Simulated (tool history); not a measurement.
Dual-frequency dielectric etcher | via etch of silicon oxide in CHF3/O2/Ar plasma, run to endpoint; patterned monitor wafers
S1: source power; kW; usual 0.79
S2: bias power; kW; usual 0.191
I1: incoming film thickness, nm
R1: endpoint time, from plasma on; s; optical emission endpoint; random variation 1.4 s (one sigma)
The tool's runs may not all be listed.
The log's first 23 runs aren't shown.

{"hour": 1062.6, "done": "wet clean of the chamber"}
{"run": 24, "hour": 1085.8, "S1": 0.79, "S2": 0.191, "I1": 673.1, "R1": 317.2}
{"run": 25, "hour": 1129.7, "S1": 0.88, "S2": 0.191, "I1": 678.6, "R1": 310}
{"hour": 1172.4, "done": "source power generator calibrated"}
{"run": 26, "hour": 1194.1, "S1": 0.59, "S2": 0.143, "I1": 679.3, "R1": 390.2}
{"run": 27, "hour": 1238.6, "S1": 0.61, "S2": 0.237, "I1": 677.4, "R1": 292.9}
{"hour": 1291.2, "done": "bias power generator calibrated"}
{"run": 28, "hour": 1296.8, "S1": 0.79, "S2": 0.155, "I1": 674.4, "R1": 348}
{"run": 29, "hour": 1345.8, "S1": 0.79, "S2": 0.191, "I1": 672.7, "R1": 309}
{"run": 30, "hour": 1381.4, "S1": 0.61, "S2": 0.164, "I1": 681.7, "R1": 353.1}
{"run": 31, "hour": 1564.5, "S1": 0.99, "S2": 0.16, "I1": 675.6, "R1": 319.6}
{"hour": 1608.7, "done": "wet clean of the chamber"}
{"run": 32, "hour": 1611.1, "S1": 0.79, "S2": 0.191, "I1": 668.9, "R1": 313.4}
{"run": 33, "hour": 1669.3, "S1": 0.93, "S2": 0.179, "I1": 675.2, "R1": 316.6}
{"run": 34, "hour": 1738.7, "S1": 0.99, "S2": 0.176, "I1": 678.1, "R1": 315.1}
{"run": 35, "hour": 1774.3, "S1": 0.61, "S2": 0.212, "I1": 676.1, "R1": 311.6}

Forecast each of these 4 alternatives for the next run:
{"run": "A", "hour": 1774.8, "S1": 0.79, "S2": 0.157, "I1": 675, "R1": "?"}
{"run": "B", "hour": 1774.8, "S1": 0.79, "S2": 0.17, "I1": 675, "R1": "?"}
{"run": "C", "hour": 1774.8, "S1": 0.63, "S2": 0.21, "I1": 675, "R1": "?"}
{"run": "D", "hour": 1774.8, "S1": 0.9, "S2": 0.211, "I1": 675, "R1": "?"}

run=A R1=348
run=B R1=333.6
run=C R1=311.3
run=D R1=291.5
Without the tool's hidden state the same runs would have given:
run=A R1=355.7
run=B R1=341
run=C R1=318.2
run=D R1=297.9
